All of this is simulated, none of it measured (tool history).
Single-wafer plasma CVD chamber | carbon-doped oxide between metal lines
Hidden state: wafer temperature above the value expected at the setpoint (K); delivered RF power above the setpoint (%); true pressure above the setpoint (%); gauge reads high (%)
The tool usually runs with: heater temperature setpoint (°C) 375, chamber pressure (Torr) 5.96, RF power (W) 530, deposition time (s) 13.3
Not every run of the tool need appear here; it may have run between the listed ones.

| run | hour | heater temperature setpoint (°C) | chamber pressure (Torr) | RF power (W) | deposition time (s) | wafers since the last listed run | hours since the last thermocouple change | hours since the last RF generator calibration | hours since the last manometer calibration | hours since the showerhead was replaced | hours since the gauge calibration | read-back reference wafer on the same gauge, thickness_nm | mean film thickness on the monitor wafer (nm) |
|---|---|---|---|---|---|---|---|---|---|---|---|---|---|
| 1 | 0 | 375 | 5.96 | 530 | 13.3 | 0 | 1512.3 | 1708.5 | 99.5 | 42.2 | 1272.2 | 74.503 | 67.596 |
| 2 | 43.5 | 375 | 6.56 | 530 | 13.3 | 1383 | 1555.8 | 1752 | 143 | 85.7 | 1315.7 | 74.677 | 67.78 |
| 3 | 75.9 | 375 | 6.56 | 530 | 13.3 | 1030 | 1588.2 | 1784.4 | 175.4 | 118.1 | 1348.1 | 74.638 | 67.633 |
| 4 | 139.6 | 375 | 5.04 | 530 | 13.3 | 2026 | 1651.9 | 1848.1 | 239.1 | 181.8 | 1411.8 | 74.601 | 66.599 |
|  | 168.3 | thermocouple changed; heater temperature recalibrated |
| 5 | 200.6 | 375 | 5.04 | 530 | 13.3 | 1686 | 32.3 | 1909.1 | 300.1 | 242.8 | 1472.8 | 74.688 | 66.36 |
| 6 | 270.1 | 366 | 5.96 | 530 | 14.9 | 2210 | 101.8 | 1978.6 | 369.6 | 312.3 | 1542.3 | 74.642 | 75.785 |
| 7 | 339.7 | 375 | 5.96 | 530 | 13.3 | 2214 | 171.4 | 2048.2 | 439.2 | 381.9 | 1611.9 | 74.613 | 66.42 |
| 8 | 397 | 363 | 5.96 | 530 | 10.8 | 1822 | 228.7 | 2105.5 | 496.5 | 439.2 | 1669.2 | 74.551 | 55.281 |
| 9 | 430 | 375 | 5.96 | 530 | 13.3 | 1049 | 261.7 | 2138.5 | 529.5 | 472.2 | 1702.2 | 74.588 | 65.754 |
|  | 472.3 | RF generator calibrated |
| 10 | 496.4 | 375 | 5.96 | 455 | 11.9 | 1857 | 328.1 | 24.1 | 595.9 | 538.6 | 1768.6 | 74.55 | 56.925 |
| 11 | 563.1 | 370 | 5.96 | 480 | 14.6 | 2121 | 394.8 | 90.8 | 662.6 | 605.3 | 1835.3 | 74.522 | 73.183 |
| 12 | 597.5 | 361 | 5.96 | 460 | 11.6 | 1094 | 429.2 | 125.2 | 697 | 639.7 | 1869.7 | 74.633 | 57.245 |
| 13 | 663.1 | 375 | 5.96 | 500 | 14.2 | 2086 | 494.8 | 190.8 | 762.6 | 705.3 | 1935.3 | 74.481 | 72.745 |
| 14 | 688.4 | 375 | 5.96 | 530 | 13.3 | 804 | 520.1 | 216.1 | 787.9 | 730.6 | 1960.6 | 74.548 | 71.769 |
|  | 720.9 | gauge calibrated |
| 15 | 725.3 | 383 | 5.13 | 615 | 11.8 | 1173 | 557 | 253 | 824.8 | 767.5 | 4.4 | 74.486 | 68.609 |
| 16 | 773.6 | 363 | 5.96 | 530 | 11 | 1536 | 605.3 | 301.3 | 873.1 | 815.8 | 52.7 | 74.63 | 60.148 |
| 17 | 815.7 | 385 | 5.96 | 625 | 13.3 | 1339 | 647.4 | 343.4 | 915.2 | 857.9 | 94.8 | 74.485 | 78.981 |
| 18 | 852.2 | 386 | 5.43 | 430 | 10.9 | 1161 | 683.9 | 379.9 | 951.7 | 894.4 | 131.3 | 74.636 | 47.82 |
| 19 | 905.9 | 363 | 7.23 | 505 | 12.5 | 1708 | 737.6 | 433.6 | 1005.4 | 948.1 | 185 | 74.624 | 67.551 |
| 20 | 945.3 | 375 | 6.6 | 580 | 15.8 | 1253 | 777 | 473 | 1044.8 | 987.5 | 224.4 | 74.583 | 90.033 |
| 21 | 983.2 | 388 | 5.55 | 470 | 13.3 | 1205 | 814.9 | 510.9 | 1082.7 | 1025.4 | 262.3 | 74.562 | 63.126 |
| 22 | 1041.7 | 375 | 5.96 | 430 | 15.7 | 1861 | 873.4 | 569.4 | 1141.2 | 1083.9 | 320.8 | 74.621 | 70.515 |
| 23 | 1108.7 | 375 | 5.96 | 530 | 13.3 | 2131 | 940.4 | 636.4 | 1208.2 | 1150.9 | 387.8 | 74.583 | 70.23 |
| 24 | 1179.7 | 387 | 6.7 | 590 | 14.6 | 2258 | 1011.4 | 707.4 | 1279.2 | 1221.9 | 458.8 | 74.653 | 83.48 |
| 25 | 1216.6 | 366 | 7.16 | 565 | 14.1 | 1173 | 1048.3 | 744.3 | 1316.1 | 1258.8 | 495.7 | 74.711 | 80.663 |
| 26 | 1278.5 | 371 | 5.01 | 530 | 13.3 | 1969 | 1110.2 | 806.2 | 1378 | 1320.7 | 557.6 | 74.694 | 70.261 |
| 27 | 1343.2 | 375 | 5.96 | 530 | 13.3 | 2058 | 1174.9 | 870.9 | 1442.7 | 1385.4 | 622.3 | 74.58 | 70.363 |
| 28 | 1403 | 365 | 5.96 | 530 | 15.3 | 1902 | 1234.7 | 930.7 | 1502.5 | 1445.2 | 682.1 | 74.7 | 83.032 |
| 29 | 1455.3 | 375 | 5.96 | 530 | 13.3 | 1663 | 1287 | 983 | 1554.8 | 1497.5 | 734.4 | 74.547 | 70.062 |

Predict each of these 4 candidate next runs independently; none follows another, all start after run 29:
| A | 1455.7 | 375 | 5.96 | 530 | 13.3 | 12 | 1287.4 | 983.4 | 1555.2 | 1497.9 | 734.8 | ? | ? |
| B | 1455.7 | 382 | 7.41 | 530 | 13.3 | 12 | 1287.4 | 983.4 | 1555.2 | 1497.9 | 734.8 | ? | ? |
| C | 1455.7 | 367 | 5.96 | 530 | 13.3 | 12 | 1287.4 | 983.4 | 1555.2 | 1497.9 | 734.8 | ? | ? |
| D | 1455.7 | 375 | 5.56 | 530 | 15.7 | 12 | 1287.4 | 983.4 | 1555.2 | 1497.9 | 734.8 | ? | ? |

| run | read-back reference wafer on the same gauge, thickness_nm | mean film thickness on the monitor wafer (nm) |
|---|---|---|
| A | 74.533 | 71.206 |
| B | 74.533 | 71.111 |
| C | 74.533 | 72.347 |
| D | 74.533 | 83.479 |
What these runs would have given with no unlogged condition in the tool:
| run | mean film thickness on the monitor wafer (nm) |
|---|---|
| A | 72.375 |
| B | 72.278 |
| C | 73.534 |
| D | 84.849 |

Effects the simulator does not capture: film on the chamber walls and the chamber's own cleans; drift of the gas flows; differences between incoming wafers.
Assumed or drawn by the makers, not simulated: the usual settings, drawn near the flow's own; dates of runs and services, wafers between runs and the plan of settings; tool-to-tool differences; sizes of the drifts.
